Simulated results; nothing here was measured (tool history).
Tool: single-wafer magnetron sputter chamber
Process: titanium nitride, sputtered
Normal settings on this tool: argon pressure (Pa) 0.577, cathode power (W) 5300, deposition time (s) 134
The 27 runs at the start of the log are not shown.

run,hour,argon pressure (Pa),cathode power (W),deposition time (s),wafers since the last listed run,wafers on the sputter target,hours since the last manometer calibration,hours since the magnet pack was replaced,hours since the gauge calibration,"read-back reference wafer on the same gauge, thickness_nm",mean film thickness on the monitor wafer (Å)
28,627.7,0.356,5300,111,174,3672,87.9,512.8,349.3,117.197,1041.94
29,641.3,0.577,5850,159,99,3771,101.5,526.4,362.9,116.939,1528.08
30,666.3,0.577,5300,134,183,3955,126.5,551.4,387.9,117.191,1173.24
31,692.2,0.577,5300,128,189,4144,152.4,577.3,413.8,116.835,1117.89
32,724.1,0.693,5300,147,233,4378,184.3,609.2,445.7,116.925,1234.1
33,755.9,0.464,5300,153,233,4611,216.1,641,477.5,117.006,1385.2
34,784.1,0.577,5300,152,206,4818,244.3,669.2,505.7,116.941,1317.32
35,800.8,0.577,5300,134,122,4940,261,685.9,522.4,116.877,1163.32

4 options for the next run, each taken on its own from the tool as it stands now. Forecast them:
A,801.2,0.577,5300,134,2,4943,261.4,686.3,522.8,?,?
B,801.2,0.577,5300,142,2,4943,261.4,686.3,522.8,?,?
C,801.2,0.663,5300,134,2,4943,261.4,686.3,522.8,?,?
D,801.2,0.577,6500,112,2,4943,261.4,686.3,522.8,?,?

run,"read-back reference wafer on the same gauge, thickness_nm",mean film thickness on the monitor wafer (Å)
A,116.79,1174.3
B,116.79,1244.41
C,116.79,1141.45
D,116.79,1203.73
With no hidden state in the tool, these same runs would have given:
run,mean film thickness on the monitor wafer (Å)
A,1192.5
B,1263.7
C,1159.15
D,1222.39
